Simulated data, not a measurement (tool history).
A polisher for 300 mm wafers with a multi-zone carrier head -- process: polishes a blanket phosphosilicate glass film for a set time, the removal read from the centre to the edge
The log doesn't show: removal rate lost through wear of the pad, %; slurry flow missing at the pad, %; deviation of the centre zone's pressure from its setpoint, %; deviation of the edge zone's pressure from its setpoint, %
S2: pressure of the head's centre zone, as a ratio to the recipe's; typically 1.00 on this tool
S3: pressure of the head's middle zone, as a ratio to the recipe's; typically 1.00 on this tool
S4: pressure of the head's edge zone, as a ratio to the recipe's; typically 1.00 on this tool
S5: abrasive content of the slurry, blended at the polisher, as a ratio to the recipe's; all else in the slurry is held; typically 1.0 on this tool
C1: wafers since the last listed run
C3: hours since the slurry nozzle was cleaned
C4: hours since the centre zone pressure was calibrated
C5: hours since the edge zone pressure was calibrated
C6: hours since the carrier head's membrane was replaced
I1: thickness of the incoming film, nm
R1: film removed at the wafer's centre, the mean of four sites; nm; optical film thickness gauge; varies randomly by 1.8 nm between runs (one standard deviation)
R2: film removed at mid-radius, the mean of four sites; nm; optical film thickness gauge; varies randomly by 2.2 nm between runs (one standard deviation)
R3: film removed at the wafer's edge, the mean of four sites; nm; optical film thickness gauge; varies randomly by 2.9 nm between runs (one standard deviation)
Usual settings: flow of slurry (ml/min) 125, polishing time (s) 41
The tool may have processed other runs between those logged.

run 1 hour=0.0 | flow_of_slurry_(ml/min)=105 S2=1.00 S3=1.00 S4=1.00 S5=1.0 polishing_time_(s)=41 | C1=0 wafers_polished_on_this_pad=1224 C3=141.4 C4=1081.6 C5=455.1 C6=624.9 | I1=3847.7 | R1=182.0 R2=185.1 R3=180.8
-- hour=19.9 edge zone pressure recalibrated
run 2 hour=59.5 | flow_of_slurry_(ml/min)=105 S2=1.00 S3=1.00 S4=1.00 S5=1.0 polishing_time_(s)=41 | C1=637 wafers_polished_on_this_pad=1861 C3=200.9 C4=1141.1 C5=39.6 C6=684.4 | I1=3857.4 | R1=180.4 R2=179.2 R3=184.7
run 3 hour=139.3 | flow_of_slurry_(ml/min)=125 S2=1.00 S3=1.00 S4=1.00 S5=1.0 polishing_time_(s)=41 | C1=884 wafers_polished_on_this_pad=2745 C3=280.7 C4=1220.9 C5=119.4 C6=764.2 | I1=3850.2 | R1=185.1 R2=186.9 R3=184.6
-- hour=177.5 worn pad replaced by a new one
run 4 hour=199.5 | flow_of_slurry_(ml/min)=125 S2=1.00 S3=1.00 S4=1.00 S5=1.0 polishing_time_(s)=41 | C1=622 wafers_polished_on_this_pad=243 C3=340.9 C4=1281.1 C5=179.6 C6=824.4 | I1=3932.9 | R1=193.4 R2=191.5 R3=196.2
-- hour=257.6 carrier head's membrane replaced by a new one
run 5 hour=306.2 | flow_of_slurry_(ml/min)=125 S2=1.00 S3=1.00 S4=1.00 S5=1.0 polishing_time_(s)=41 | C1=1126 wafers_polished_on_this_pad=1370 C3=447.6 C4=1387.8 C5=286.3 C6=48.6 | I1=3825.5 | R1=185.7 R2=188.3 R3=188.4
run 6 hour=394.4 | flow_of_slurry_(ml/min)=125 S2=1.00 S3=1.00 S4=1.00 S5=1.0 polishing_time_(s)=41 | C1=977 wafers_polished_on_this_pad=2347 C3=535.8 C4=1476.0 C5=374.5 C6=136.8 | I1=3868.7 | R1=186.1 R2=186.0 R3=184.6
-- hour=422.1 slurry nozzle cleaned
run 7 hour=459.9 | flow_of_slurry_(ml/min)=125 S2=1.00 S3=1.00 S4=1.00 S5=1.0 polishing_time_(s)=41 | C1=714 wafers_polished_on_this_pad=3062 C3=37.8 C4=1541.5 C5=440.0 C6=202.3 | I1=3842.1 | R1=180.7 R2=182.2 R3=187.5
-- hour=462.4 centre zone pressure recalibrated
-- hour=500.1 worn pad replaced by a new one
-- hour=503.8 edge zone pressure recalibrated
run 8 hour=504.3 | flow_of_slurry_(ml/min)=125 S2=1.00 S3=1.00 S4=1.00 S5=1.0 polishing_time_(s)=41 | C1=403 wafers_polished_on_this_pad=24 C3=82.2 C4=41.9 C5=0.5 C6=246.7 | I1=3859.3 | R1=192.7 R2=195.0 R3=191.9
run 9 hour=558.3 | flow_of_slurry_(ml/min)=125 S2=1.09 S3=1.00 S4=1.00 S5=1.0 polishing_time_(s)=41 | C1=598 wafers_polished_on_this_pad=622 C3=136.2 C4=95.9 C5=54.5 C6=300.7 | I1=3900.3 | R1=198.4 R2=185.2 R3=189.4
run 10 hour=632.9 | flow_of_slurry_(ml/min)=125 S2=1.00 S3=1.00 S4=1.00 S5=1.0 polishing_time_(s)=41 | C1=826 wafers_polished_on_this_pad=1448 C3=210.8 C4=170.5 C5=129.1 C6=375.3 | I1=3862.7 | R1=184.8 R2=183.8 R3=189.6
run 11 hour=681.7 | flow_of_slurry_(ml/min)=125 S2=1.00 S3=1.00 S4=1.00 S5=1.2 polishing_time_(s)=41 | C1=540 wafers_polished_on_this_pad=1989 C3=259.6 C4=219.3 C5=177.9 C6=424.1 | I1=3908.9 | R1=208.7 R2=206.1 R3=214.5
-- hour=752.6 worn pad replaced by a new one
run 12 hour=779.1 | flow_of_slurry_(ml/min)=125 S2=1.00 S3=1.07 S4=1.00 S5=1.0 polishing_time_(s)=45 | C1=1034 wafers_polished_on_this_pad=293 C3=357.0 C4=316.7 C5=275.3 C6=521.5 | I1=3835.8 | R1=210.1 R2=224.4 R3=208.3
run 13 hour=819.8 | flow_of_slurry_(ml/min)=155 S2=1.00 S3=1.00 S4=0.94 S5=1.0 polishing_time_(s)=41 | C1=450 wafers_polished_on_this_pad=743 C3=397.7 C4=357.4 C5=316.0 C6=562.2 | I1=3862.0 | R1=193.6 R2=191.0 R3=190.0
-- hour=909.1 slurry nozzle cleaned
run 14 hour=914.9 | flow_of_slurry_(ml/min)=125 S2=0.95 S3=1.00 S4=0.96 S5=1.0 polishing_time_(s)=41 | C1=1042 wafers_polished_on_this_pad=1786 C3=5.8 C4=452.5 C5=411.1 C6=657.3 | I1=3859.0 | R1=179.3 R2=182.7 R3=186.0
run 15 hour=988.5 | flow_of_slurry_(ml/min)=125 S2=1.00 S3=1.00 S4=1.00 S5=1.0 polishing_time_(s)=41 | C1=815 wafers_polished_on_this_pad=2601 C3=79.4 C4=526.1 C5=484.7 C6=730.9 | I1=3934.6 | R1=182.7 R2=184.6 R3=185.7
-- hour=1035.2 edge zone pressure recalibrated
-- hour=1036.3 worn pad replaced by a new one
-- hour=1087.4 carrier head's membrane replaced by a new one
run 16 hour=1093.3 | flow_of_slurry_(ml/min)=165 S2=1.00 S3=1.07 S4=1.00 S5=1.0 polishing_time_(s)=51 | C1=1070 wafers_polished_on_this_pad=576 C3=184.2 C4=630.9 C5=58.1 C6=5.9 | I1=3871.0 | R1=244.5 R2=254.5 R3=248.1
run 17 hour=1167.6 | flow_of_slurry_(ml/min)=115 S2=0.95 S3=1.00 S4=1.00 S5=1.0 polishing_time_(s)=55 | C1=823 wafers_polished_on_this_pad=1399 C3=258.5 C4=705.2 C5=132.4 C6=80.2 | I1=3873.1 | R1=237.1 R2=245.4 R3=251.0
run 18 hour=1254.4 | flow_of_slurry_(ml/min)=125 S2=1.00 S3=1.00 S4=1.00 S5=1.0 polishing_time_(s)=41 | C1=961 wafers_polished_on_this_pad=2360 C3=345.3 C4=792.0 C5=219.2 C6=167.0 | I1=3869.4 | R1=187.2 R2=177.9 R3=180.9
-- hour=1316.4 worn pad replaced by a new one
run 19 hour=1343.8 | flow_of_slurry_(ml/min)=140 S2=1.00 S3=1.00 S4=1.11 S5=1.0 polishing_time_(s)=41 | C1=946 wafers_polished_on_this_pad=303 C3=434.7 C4=881.4 C5=308.6 C6=256.4 | I1=3845.0 | R1=195.0 R2=196.6 R3=208.0
run 20 hour=1399.6 | flow_of_slurry_(ml/min)=125 S2=1.05 S3=0.95 S4=1.00 S5=1.0 polishing_time_(s)=28 | C1=618 wafers_polished_on_this_pad=921 C3=490.5 C4=937.2 C5=364.4 C6=312.2 | I1=3814.8 | R1=133.0 R2=120.9 R3=130.7
-- hour=1449.0 slurry nozzle cleaned
run 21 hour=1484.3 | flow_of_slurry_(ml/min)=125 S2=1.11 S3=1.00 S4=1.00 S5=1.0 polishing_time_(s)=41 | C1=927 wafers_polished_on_this_pad=1848 C3=35.3 C4=1021.9 C5=449.1 C6=396.9 | I1=3832.7 | R1=197.8 R2=182.5 R3=183.9

Predict each of these 4 candidate next runs independently; none follows another, all start after run 21:
run A hour=1484.7 | flow_of_slurry_(ml/min)=125 S2=1.00 S3=1.00 S4=1.00 S5=1.0 polishing_time_(s)=41 | C1=4 wafers_polished_on_this_pad=1853 C3=35.7 C4=1022.3 C5=449.5 C6=397.3 | I1=3830.5 | R1=? R2=? R3=?
run B hour=1484.7 | flow_of_slurry_(ml/min)=125 S2=0.97 S3=1.06 S4=1.10 S5=1.0 polishing_time_(s)=36 | C1=4 wafers_polished_on_this_pad=1853 C3=35.7 C4=1022.3 C5=449.5 C6=397.3 | I1=3830.5 | R1=? R2=? R3=?
run C hour=1484.7 | flow_of_slurry_(ml/min)=125 S2=1.07 S3=1.00 S4=0.93 S5=1.0 polishing_time_(s)=47 | C1=4 wafers_polished_on_this_pad=1853 C3=35.7 C4=1022.3 C5=449.5 C6=397.3 | I1=3830.5 | R1=? R2=? R3=?
run D hour=1484.7 | flow_of_slurry_(ml/min)=125 S2=1.07 S3=1.00 S4=1.00 S5=1.0 polishing_time_(s)=41 | C1=4 wafers_polished_on_this_pad=1853 C3=35.7 C4=1022.3 C5=449.5 C6=397.3 | I1=3830.5 | R1=? R2=? R3=?

run=A R1=183.0 R2=183.5 R3=185.3
run=B R1=157.7 R2=169.3 R3=169.6
run=C R1=218.9 R2=210.3 R3=206.0
run=D R1=191.0 R2=183.4 R3=185.3
Stripped of hidden state, with their random variation kept, the same runs would have yielded:
run=A R1=193.5 R2=194.0 R3=195.9
run=B R1=166.7 R2=179.0 R3=179.3
run=C R1=231.5 R2=222.4 R3=217.8
run=D R1=201.9 R2=194.0 R3=195.9
